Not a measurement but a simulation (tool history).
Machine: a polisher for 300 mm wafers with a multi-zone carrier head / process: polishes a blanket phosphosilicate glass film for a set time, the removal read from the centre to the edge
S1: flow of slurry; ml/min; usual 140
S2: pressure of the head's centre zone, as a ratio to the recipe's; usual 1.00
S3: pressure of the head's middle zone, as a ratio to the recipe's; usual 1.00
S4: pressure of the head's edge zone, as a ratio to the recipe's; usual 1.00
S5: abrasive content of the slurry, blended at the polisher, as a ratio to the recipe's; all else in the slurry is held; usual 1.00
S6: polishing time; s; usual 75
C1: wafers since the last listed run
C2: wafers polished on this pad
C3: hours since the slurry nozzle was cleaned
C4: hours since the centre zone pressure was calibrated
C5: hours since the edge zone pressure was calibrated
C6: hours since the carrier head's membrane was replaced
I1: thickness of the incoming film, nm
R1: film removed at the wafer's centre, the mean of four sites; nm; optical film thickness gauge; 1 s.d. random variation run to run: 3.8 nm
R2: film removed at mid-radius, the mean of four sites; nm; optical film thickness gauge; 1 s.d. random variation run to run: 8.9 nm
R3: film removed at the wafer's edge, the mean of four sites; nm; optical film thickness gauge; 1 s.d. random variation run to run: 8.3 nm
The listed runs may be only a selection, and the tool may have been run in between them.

{"run": 1, "hour": 0.0, "S1": 165, "S2": 1.0, "S3": 1.0, "S4": 1.0, "S5": 1.0, "S6": 75, "C1": 0, "C2": 754, "C3": 409.8, "C4": 207.5, "C5": 96.1, "C6": 1325.4, "I1": 3523.8, "R1": 611.0, "R2": 602.1, "R3": 605.3}
{"run": 2, "hour": 42.3, "S1": 165, "S2": 1.0, "S3": 1.0, "S4": 1.0, "S5": 1.0, "S6": 75, "C1": 292, "C2": 1047, "C3": 452.1, "C4": 249.8, "C5": 138.4, "C6": 1367.7, "I1": 3567.7, "R1": 605.1, "R2": 600.2, "R3": 591.5}
{"run": 3, "hour": 95.9, "S1": 140, "S2": 1.08, "S3": 1.0, "S4": 1.0, "S5": 1.0, "S6": 75, "C1": 371, "C2": 1418, "C3": 505.7, "C4": 303.4, "C5": 192.0, "C6": 1421.3, "I1": 3598.9, "R1": 624.4, "R2": 574.5, "R3": 572.3}
{"run": 4, "hour": 168.5, "S1": 140, "S2": 1.08, "S3": 1.0, "S4": 1.0, "S5": 1.0, "S6": 75, "C1": 502, "C2": 1921, "C3": 578.3, "C4": 376.0, "C5": 264.6, "C6": 1493.9, "I1": 3509.2, "R1": 617.7, "R2": 585.3, "R3": 560.8}
{"run": 5, "hour": 229.4, "S1": 140, "S2": 1.0, "S3": 1.0, "S4": 1.0, "S5": 1.0, "S6": 96, "C1": 421, "C2": 2342, "C3": 639.2, "C4": 436.9, "C5": 325.5, "C6": 1554.8, "I1": 3562.8, "R1": 730.5, "R2": 742.5, "R3": 719.8}
{"hour": 265.8, "done": "centre zone pressure recalibrated"}
{"run": 6, "hour": 323.2, "S1": 140, "S2": 1.0, "S3": 1.0, "S4": 1.0, "S5": 1.0, "S6": 96, "C1": 635, "C2": 2978, "C3": 733.0, "C4": 57.4, "C5": 419.3, "C6": 1648.6, "I1": 3593.7, "R1": 723.6, "R2": 723.2, "R3": 718.9}
{"hour": 337.8, "done": "worn pad replaced by a new one, repeated, since the last time left the tool worse"}
{"run": 7, "hour": 375.4, "S1": 140, "S2": 1.09, "S3": 1.0, "S4": 1.0, "S5": 1.0, "S6": 75, "C1": 333, "C2": 260, "C3": 785.2, "C4": 109.6, "C5": 471.5, "C6": 1700.8, "I1": 3554.1, "R1": 672.9, "R2": 634.3, "R3": 602.5}
{"run": 8, "hour": 470.9, "S1": 140, "S2": 1.0, "S3": 0.94, "S4": 0.9, "S5": 1.0, "S6": 75, "C1": 661, "C2": 921, "C3": 880.7, "C4": 205.1, "C5": 567.0, "C6": 1796.3, "I1": 3470.6, "R1": 627.1, "R2": 586.8, "R3": 589.9}
{"hour": 507.6, "done": "slurry nozzle cleaned"}
{"run": 9, "hour": 521.9, "S1": 140, "S2": 1.0, "S3": 1.0, "S4": 1.0, "S5": 1.0, "S6": 49, "C1": 346, "C2": 1267, "C3": 14.3, "C4": 256.1, "C5": 618.0, "C6": 1847.3, "I1": 3534.1, "R1": 405.9, "R2": 410.6, "R3": 395.4}
{"run": 10, "hour": 613.8, "S1": 140, "S2": 1.08, "S3": 1.0, "S4": 1.0, "S5": 1.0, "S6": 75, "C1": 636, "C2": 1904, "C3": 106.2, "C4": 348.0, "C5": 709.9, "C6": 1939.2, "I1": 3524.1, "R1": 657.3, "R2": 606.4, "R3": 628.1}
{"hour": 643.8, "done": "carrier head's membrane replaced by a new one"}
{"run": 11, "hour": 695.4, "S1": 165, "S2": 1.05, "S3": 1.0, "S4": 1.04, "S5": 1.0, "S6": 75, "C1": 530, "C2": 2434, "C3": 187.8, "C4": 429.6, "C5": 791.5, "C6": 51.6, "I1": 3476.2, "R1": 663.7, "R2": 625.0, "R3": 632.1}
{"hour": 764.3, "done": "centre zone pressure recalibrated"}
{"hour": 768.6, "done": "worn pad replaced by a new one"}
{"run": 12, "hour": 795.6, "S1": 180, "S2": 1.04, "S3": 1.1, "S4": 1.0, "S5": 1.25, "S6": 75, "C1": 652, "C2": 186, "C3": 288.0, "C4": 31.3, "C5": 891.7, "C6": 151.8, "I1": 3550.3, "R1": 767.0, "R2": 794.3, "R3": 711.3}
{"hour": 812.5, "done": "edge zone pressure recalibrated"}
{"run": 13, "hour": 846.5, "S1": 110, "S2": 1.0, "S3": 1.0, "S4": 1.0, "S5": 1.0, "S6": 54, "C1": 338, "C2": 525, "C3": 338.9, "C4": 82.2, "C5": 34.0, "C6": 202.7, "I1": 3522.3, "R1": 418.7, "R2": 433.9, "R3": 433.0}
{"run": 14, "hour": 920.0, "S1": 140, "S2": 1.1, "S3": 1.0, "S4": 1.0, "S5": 0.7, "S6": 75, "C1": 508, "C2": 1034, "C3": 412.4, "C4": 155.7, "C5": 107.5, "C6": 276.2, "I1": 3565.2, "R1": 563.6, "R2": 511.6, "R3": 509.4}
{"run": 15, "hour": 982.8, "S1": 140, "S2": 1.0, "S3": 1.0, "S4": 1.0, "S5": 1.0, "S6": 75, "C1": 434, "C2": 1469, "C3": 475.2, "C4": 218.5, "C5": 170.3, "C6": 339.0, "I1": 3524.6, "R1": 611.9, "R2": 611.8, "R3": 606.8}
{"run": 16, "hour": 1056.5, "S1": 140, "S2": 1.12, "S3": 1.0, "S4": 1.03, "S5": 1.0, "S6": 68, "C1": 510, "C2": 1979, "C3": 548.9, "C4": 292.2, "C5": 244.0, "C6": 412.7, "I1": 3555.9, "R1": 613.5, "R2": 561.9, "R3": 544.6}
{"run": 17, "hour": 1138.3, "S1": 140, "S2": 1.08, "S3": 1.0, "S4": 0.92, "S5": 1.0, "S6": 88, "C1": 566, "C2": 2545, "C3": 630.7, "C4": 374.0, "C5": 325.8, "C6": 494.5, "I1": 3534.6, "R1": 767.2, "R2": 711.6, "R3": 691.0}
{"hour": 1161.7, "done": "worn pad replaced by a new one"}
{"run": 18, "hour": 1230.6, "S1": 155, "S2": 1.0, "S3": 1.1, "S4": 1.0, "S5": 1.0, "S6": 98, "C1": 611, "C2": 476, "C3": 723.0, "C4": 466.3, "C5": 418.1, "C6": 586.8, "I1": 3581.9, "R1": 834.6, "R2": 906.4, "R3": 824.2}
{"hour": 1267.8, "done": "centre zone pressure recalibrated"}
{"run": 19, "hour": 1308.7, "S1": 165, "S2": 1.0, "S3": 1.0, "S4": 1.0, "S5": 1.0, "S6": 75, "C1": 526, "C2": 1003, "C3": 801.1, "C4": 40.9, "C5": 496.2, "C6": 664.9, "I1": 3507.5, "R1": 637.9, "R2": 635.3, "R3": 645.1}
{"hour": 1408.9, "done": "slurry nozzle cleaned"}
{"run": 20, "hour": 1414.3, "S1": 160, "S2": 1.0, "S3": 0.89, "S4": 0.95, "S5": 1.0, "S6": 75, "C1": 724, "C2": 1727, "C3": 5.4, "C4": 146.5, "C5": 601.8, "C6": 770.5, "I1": 3538.7, "R1": 632.1, "R2": 580.5, "R3": 616.7}

Each row is a separate what-if for the run after 20, all from the same tool condition, not one after another. Results?
{"run": "A", "hour": 1414.7, "S1": 140, "S2": 1.0, "S3": 1.0, "S4": 1.0, "S5": 1.0, "S6": 75, "C1": 2, "C2": 1730, "C3": 5.8, "C4": 146.9, "C5": 602.2, "C6": 770.9, "I1": 3589.5, "R1": "?", "R2": "?", "R3": "?"}
{"run": "B", "hour": 1414.7, "S1": 140, "S2": 1.0, "S3": 1.07, "S4": 1.0, "S5": 1.0, "S6": 75, "C1": 2, "C2": 1730, "C3": 5.8, "C4": 146.9, "C5": 602.2, "C6": 770.9, "I1": 3589.5, "R1": "?", "R2": "?", "R3": "?"}
{"run": "C", "hour": 1414.7, "S1": 140, "S2": 1.0, "S3": 0.94, "S4": 1.0, "S5": 1.0, "S6": 52, "C1": 2, "C2": 1730, "C3": 5.8, "C4": 146.9, "C5": 602.2, "C6": 770.9, "I1": 3589.5, "R1": "?", "R2": "?", "R3": "?"}
{"run": "D", "hour": 1414.7, "S1": 165, "S2": 1.0, "S3": 0.91, "S4": 0.92, "S5": 0.75, "S6": 75, "C1": 2, "C2": 1730, "C3": 5.8, "C4": 146.9, "C5": 602.2, "C6": 770.9, "I1": 3589.5, "R1": "?", "R2": "?", "R3": "?"}
{"run": "E", "hour": 1414.7, "S1": 160, "S2": 1.0, "S3": 1.0, "S4": 1.0, "S5": 0.9, "S6": 75, "C1": 2, "C2": 1730, "C3": 5.8, "C4": 146.9, "C5": 602.2, "C6": 770.9, "I1": 3589.5, "R1": "?", "R2": "?", "R3": "?"}

run=A R1=621.8 R2=622.8 R3=618.5
run=B R1=622.2 R2=659.6 R3=617.9
run=C R1=431.0 R2=409.9 R3=429.1
run=D R1=558.4 R2=515.0 R3=527.7
run=E R1=610.1 R2=608.9 R3=600.0
Stripped of hidden state, with their random variation kept, the same runs would have yielded:
run=A R1=636.3 R2=637.3 R3=632.8
run=B R1=636.6 R2=674.9 R3=632.2
run=C R1=441.0 R2=419.5 R3=439.1
run=D R1=571.4 R2=527.0 R3=539.9
run=E R1=624.3 R2=623.1 R3=613.9

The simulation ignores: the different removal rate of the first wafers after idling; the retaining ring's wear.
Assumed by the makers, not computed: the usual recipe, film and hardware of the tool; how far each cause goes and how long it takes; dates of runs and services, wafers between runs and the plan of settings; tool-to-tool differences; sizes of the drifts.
